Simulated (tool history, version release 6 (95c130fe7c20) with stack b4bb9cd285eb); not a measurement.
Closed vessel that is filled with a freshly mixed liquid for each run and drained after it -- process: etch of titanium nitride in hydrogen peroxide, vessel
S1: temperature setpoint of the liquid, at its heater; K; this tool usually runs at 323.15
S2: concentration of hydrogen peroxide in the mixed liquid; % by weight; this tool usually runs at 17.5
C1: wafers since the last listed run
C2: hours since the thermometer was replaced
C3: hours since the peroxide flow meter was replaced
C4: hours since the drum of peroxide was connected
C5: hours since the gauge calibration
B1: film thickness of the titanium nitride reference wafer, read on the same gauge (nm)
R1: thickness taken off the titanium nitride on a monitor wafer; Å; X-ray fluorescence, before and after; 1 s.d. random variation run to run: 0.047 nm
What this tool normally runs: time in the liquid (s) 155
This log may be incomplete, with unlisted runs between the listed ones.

Run 1, day 0.000: usual settings; C1 0; C2 245.3; C3 278.0; C4 34.5; C5 672.9; B1 80.00. Result: R1 129.8 Å.
Run 2, day 1.888: usual settings; C1 2714; C2 290.6; C3 323.3; C4 79.8; C5 718.2; B1 79.98. Result: R1 130.6 Å.
At day 5.096: gauge calibrated.
Run 3, day 6.367: usual settings; C1 6442; C2 398.1; C3 430.8; C4 187.3; C5 30.5; B1 79.99. Result: R1 130.0 Å.
Run 4, day 10.129: usual settings; C1 5411; C2 488.4; C3 521.1; C4 277.6; C5 120.8; B1 80.03. Result: R1 130.7 Å.
Run 5, day 11.879: usual settings; C1 2516; C2 530.4; C3 563.1; C4 319.6; C5 162.8; B1 80.00. Result: R1 130.1 Å.
Run 6, day 15.017: usual settings; C1 4512; C2 605.7; C3 638.4; C4 394.9; C5 238.1; B1 79.99. Result: R1 131.9 Å.
At day 16.829: thermometer replaced.
At day 17.400: new drum of peroxide connected.
Run 7, day 19.100: usual settings; C1 5753; C2 54.5; C3 736.4; C4 40.8; C5 336.1; B1 79.98. Result: R1 131.6 Å.
At day 26.900: peroxide flow meter replaced.
Run 8, day 30.658: usual settings; C1 16563; C2 331.9; C3 90.2; C4 318.2; C5 613.5; B1 80.00. Result: R1 129.1 Å.
Run 9, day 34.975: usual settings but S1 327.65 K, time in the liquid (s) 245; C1 6208; C2 435.5; C3 193.8; C4 421.8; C5 717.1; B1 79.99. Result: R1 280.6 Å.
At day 36.304: new drum of peroxide connected.
Run 10, day 37.083: usual settings but S1 326.15 K; C1 2972; C2 486.1; C3 244.4; C4 18.7; C5 767.7; B1 80.00. Result: R1 161.2 Å.
At day 38.096: gauge calibrated.
Run 11, day 39.038: usual settings; C1 2810; C2 533.0; C3 291.3; C4 65.6; C5 22.6; B1 80.00. Result: R1 129.6 Å.
At day 39.783: thermometer replaced.
Run 12, day 43.112: usual settings; C1 5800; C2 79.9; C3 389.1; C4 163.4; C5 120.4; B1 80.00. Result: R1 130.7 Å.
Run 13, day 45.029: usual settings but S1 327.15 K, S2 15.0 % by weight, time in the liquid (s) 85; C1 2756; C2 125.9; C3 435.1; C4 209.4; C5 166.4; B1 79.98. Result: R1 92.0 Å.
Run 14, day 49.158: usual settings but S1 313.65 K, time in the liquid (s) 230; C1 5938; C2 225.0; C3 534.2; C4 308.5; C5 265.5; B1 80.02. Result: R1 96.0 Å.
Run 15, day 50.779: usual settings; C1 2331; C2 263.9; C3 573.1; C4 347.4; C5 304.4; B1 79.99. Result: R1 131.7 Å.
Run 16, day 54.071: usual settings but S1 327.65 K, S2 21.5 % by weight, time in the liquid (s) 185; C1 4734; C2 342.9; C3 652.1; C4 426.4; C5 383.4; B1 80.00. Result: R1 226.3 Å.

Consider 3 possible next runs. They are alternatives, not a sequence: every one starts from the tool as it was left by run 16. What does each give?
Run A, day 54.100: usual settings; C1 41; C2 343.6; C3 652.8; C4 427.1; C5 384.1; B1 ?. Result: R1 ?.
Run B, day 54.100: usual settings but S2 13.5 % by weight, time in the liquid (s) 90; C1 41; C2 343.6; C3 652.8; C4 427.1; C5 384.1; B1 ?. Result: R1 ?.
Run C, day 54.100: usual settings but S1 319.15 K, S2 21.0 % by weight; C1 41; C2 343.6; C3 652.8; C4 427.1; C5 384.1; B1 ?. Result: R1 ?.

run     B1     R1
  A  79.97  131.9
  B  79.97   72.5
  C  79.97  102.4
The same runs, with their run-to-run variation unchanged, on a tool lacking any hidden condition would have given:
run     R1
  A  129.4
  B   71.2
  C  100.4
